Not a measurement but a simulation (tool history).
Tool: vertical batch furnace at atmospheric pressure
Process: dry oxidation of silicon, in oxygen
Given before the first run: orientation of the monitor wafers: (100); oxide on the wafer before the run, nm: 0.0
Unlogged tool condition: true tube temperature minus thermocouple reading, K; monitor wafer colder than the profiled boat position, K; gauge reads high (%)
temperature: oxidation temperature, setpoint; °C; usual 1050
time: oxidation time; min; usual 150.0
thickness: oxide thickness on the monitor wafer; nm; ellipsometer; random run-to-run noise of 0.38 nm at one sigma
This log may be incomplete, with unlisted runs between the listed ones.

run	hour	temperature	time	wafers since the last listed run	hours since the last temperature calibration	hours since the boat lift was adjusted	hours since the gauge calibration	read-back reference wafer on the same gauge, thickness	thickness
1	0.0	1050	150.0	0	991.3	4309.8	125.7	165.99	143.46
2	27.6	1050	150.0	179	1018.9	4337.4	153.3	166.11	143.96
3	39.8	1050	150.0	79	1031.1	4349.6	165.5	165.83	143.84
4	71.1	1040	150.0	203	1062.4	4380.9	196.8	165.90	133.46
5	86.7	1040	150.0	101	1078.0	4396.5	212.4	166.09	133.26
6	114.6	1040	150.0	181	1105.9	4424.4	240.3	166.01	133.07
7	146.1	1050	150.0	204	1137.4	4455.9	271.8	165.82	144.15
8	180.0	1050	150.0	220	1171.3	4489.8	305.7	165.95	144.32
9	211.5	1050	150.0	204	1202.8	4521.3	337.2	165.92	144.09
10	239.0	1050	150.0	178	1230.3	4548.8	364.7	166.00	144.55
# hour 252.7: gauge calibrated
11	260.7	1026	75.5	140	1252.0	4570.5	8.0	166.02	75.13
12	282.3	1029	150.0	140	1273.6	4592.1	29.6	166.05	122.52
# hour 311.4: boat lift adjusted
# hour 384.3: thermocouples replaced and temperature profile calibrated
13	384.8	1030	121.0	353	0.5	73.4	132.1	165.95	103.06
14	400.9	1035	115.0	104	16.6	89.5	148.2	165.87	104.70
15	421.9	1050	150.0	136	37.6	110.5	169.2	166.05	140.56
16	454.1	1065	150.0	208	69.8	142.7	201.4	166.01	157.67
17	473.9	1034	199.5	128	89.6	162.5	221.2	166.00	149.70
18	492.0	1036	150.0	117	107.7	180.6	239.3	166.04	126.47
19	523.3	1063	108.0	203	139.0	211.9	270.6	166.03	126.46
20	553.7	1050	150.0	197	169.4	242.3	301.0	166.09	141.44

Branching from run 20: 5 alternative next runs. What would each branch give?
A	560.6	1050	150.0	44	176.3	249.2	307.9	?	?
B	560.6	1064	201.0	44	176.3	249.2	307.9	?	?
C	560.6	1058	218.0	44	176.3	249.2	307.9	?	?
D	560.6	1066	100.5	44	176.3	249.2	307.9	?	?
E	560.6	1072	205.5	44	176.3	249.2	307.9	?	?

run	read-back reference wafer on the same gauge, thickness	thickness
A	165.82	141.28
B	165.82	188.85
C	165.82	190.44
D	165.82	123.34
E	165.82	202.41
Without the tool's unlogged condition, the same runs would have read:
run	thickness
A	140.30
B	187.65
C	189.21
D	122.51
E	201.17

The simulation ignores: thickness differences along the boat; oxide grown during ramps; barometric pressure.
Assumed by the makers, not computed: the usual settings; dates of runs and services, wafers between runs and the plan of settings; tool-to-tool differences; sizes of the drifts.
